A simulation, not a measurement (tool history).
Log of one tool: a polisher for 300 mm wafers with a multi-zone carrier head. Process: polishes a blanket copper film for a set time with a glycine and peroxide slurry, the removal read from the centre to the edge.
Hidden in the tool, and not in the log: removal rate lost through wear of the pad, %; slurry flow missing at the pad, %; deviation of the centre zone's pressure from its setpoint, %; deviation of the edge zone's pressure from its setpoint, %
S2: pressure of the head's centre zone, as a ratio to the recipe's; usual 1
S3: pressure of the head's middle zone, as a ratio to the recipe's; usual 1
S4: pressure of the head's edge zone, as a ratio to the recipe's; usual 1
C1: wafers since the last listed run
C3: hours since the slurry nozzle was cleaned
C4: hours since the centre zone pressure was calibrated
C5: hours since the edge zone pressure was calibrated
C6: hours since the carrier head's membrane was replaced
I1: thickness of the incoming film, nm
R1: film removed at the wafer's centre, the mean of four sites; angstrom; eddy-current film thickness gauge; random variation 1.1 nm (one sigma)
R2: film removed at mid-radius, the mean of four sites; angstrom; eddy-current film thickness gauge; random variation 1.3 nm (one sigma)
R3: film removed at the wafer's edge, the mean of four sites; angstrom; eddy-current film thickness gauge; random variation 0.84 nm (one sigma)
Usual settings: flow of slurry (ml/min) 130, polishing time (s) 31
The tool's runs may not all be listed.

Run 1, hour 0: usual settings; C1 0; wafers polished on this pad 174; C3 134.2; C4 1469.5; C5 1331.4; C6 1002.3; I1 2200.7. Result: R1 1279 angstrom, R2 1342 angstrom, R3 1294 angstrom.
Run 2, hour 6.3: usual settings; C1 91; wafers polished on this pad 265; C3 140.5; C4 1475.8; C5 1337.7; C6 1008.6; I1 2246.8. Result: R1 1275 angstrom, R2 1303 angstrom, R3 1305 angstrom.
Run 3, hour 18.6: usual settings but S3 1.03; C1 178; wafers polished on this pad 443; C3 152.8; C4 1488.1; C5 1350; C6 1020.9; I1 2222.8. Result: R1 1279 angstrom, R2 1358 angstrom, R3 1300 angstrom.
Run 4, hour 26.3: usual settings but S3 1.03; C1 111; wafers polished on this pad 555; C3 160.5; C4 1495.8; C5 1357.7; C6 1028.6; I1 2235.1. Result: R1 1264 angstrom, R2 1333 angstrom, R3 1306 angstrom.
Run 5, hour 35.1: usual settings; C1 127; wafers polished on this pad 683; C3 169.3; C4 1504.6; C5 1366.5; C6 1037.4; I1 2219.5. Result: R1 1255 angstrom, R2 1293 angstrom, R3 1280 angstrom.
Run 6, hour 47.8: usual settings but S4 1.09; C1 184; wafers polished on this pad 867; C3 182; C4 1517.3; C5 1379.2; C6 1050.1; I1 2209.5. Result: R1 1233 angstrom, R2 1287 angstrom, R3 1319 angstrom.
Run 7, hour 62: usual settings but S3 0.96; C1 206; wafers polished on this pad 1073; C3 196.2; C4 1531.5; C5 1393.4; C6 1064.3; I1 2212.4. Result: R1 1222 angstrom, R2 1222 angstrom, R3 1245 angstrom.
At hour 72.1: carrier head's membrane replaced by a new one.
At hour 78.1: worn pad replaced by a new one.
Run 8, hour 78.6: usual settings but S3 0.96; C1 110; wafers polished on this pad 6; C3 212.8; C4 1548.1; C5 1410; C6 6.5; I1 2230.6. Result: R1 1284 angstrom, R2 1266 angstrom, R3 1309 angstrom.
At hour 81.6: slurry nozzle cleaned.
At hour 87.4: centre zone pressure recalibrated.
Run 9, hour 88.1: usual settings but flow of slurry (ml/min) 110, S3 1.08, polishing time (s) 35; C1 94; wafers polished on this pad 100; C3 6.5; C4 0.7; C5 1419.5; C6 16; I1 2185.2. Result: R1 1378 angstrom, R2 1504 angstrom, R3 1441 angstrom.
Run 10, hour 95.5: usual settings but S2 0.94, S3 0.94, S4 1.07, polishing time (s) 34; C1 107; wafers polished on this pad 208; C3 13.9; C4 8.1; C5 1426.9; C6 23.4; I1 2218.8. Result: R1 1341 angstrom, R2 1360 angstrom, R3 1484 angstrom.
At hour 99.6: edge zone pressure recalibrated.
Run 11, hour 102.6: usual settings but flow of slurry (ml/min) 90, S3 1.04, polishing time (s) 22; C1 74; wafers polished on this pad 282; C3 21; C4 15.2; C5 3; C6 30.5; I1 2195.7. Result: R1 830 angstrom, R2 901 angstrom, R3 876 angstrom.
Run 12, hour 114.3: usual settings but flow of slurry (ml/min) 145, S3 0.89, S4 1.04, polishing time (s) 40; C1 169; wafers polished on this pad 452; C3 32.7; C4 26.9; C5 14.7; C6 42.2; I1 2231.4. Result: R1 1687 angstrom, R2 1531 angstrom, R3 1733 angstrom.
Run 13, hour 120.8: usual settings but flow of slurry (ml/min) 175, S2 1.08, polishing time (s) 34; C1 94; wafers polished on this pad 546; C3 39.2; C4 33.4; C5 21.2; C6 48.7; I1 2187.3. Result: R1 1598 angstrom, R2 1486 angstrom, R3 1481 angstrom.
Run 14, hour 129.9: usual settings; C1 132; wafers polished on this pad 678; C3 48.3; C4 42.5; C5 30.3; C6 57.8; I1 2214.8. Result: R1 1237 angstrom, R2 1299 angstrom, R3 1276 angstrom.
Run 15, hour 140.7: usual settings; C1 156; wafers polished on this pad 835; C3 59.1; C4 53.3; C5 41.1; C6 68.6; I1 2214.8. Result: R1 1252 angstrom, R2 1260 angstrom, R3 1262 angstrom.
Run 16, hour 149: usual settings but flow of slurry (ml/min) 90, S2 0.93, S4 1.12, polishing time (s) 21; C1 120; wafers polished on this pad 955; C3 67.4; C4 61.6; C5 49.4; C6 76.9; I1 2207.3. Result: R1 728 angstrom, R2 794 angstrom, R3 861 angstrom.

The same runs without the tool's hidden state, with the same run-to-run variation:
run    R1    R2    R3
  1  1287  1351  1303
  2  1286  1314  1315
  3  1297  1377  1318
  4  1288  1358  1330
  5  1287  1326  1313
  6  1280  1336  1370
  7  1291  1292  1316
  8  1285  1267  1310
  9  1380  1507  1444
 10  1346  1365  1489
 11   835   907   882
 12  1709  1550  1755
 13  1625  1512  1507
 14  1268  1332  1308
 15  1298  1306  1308
 16   762   832   902
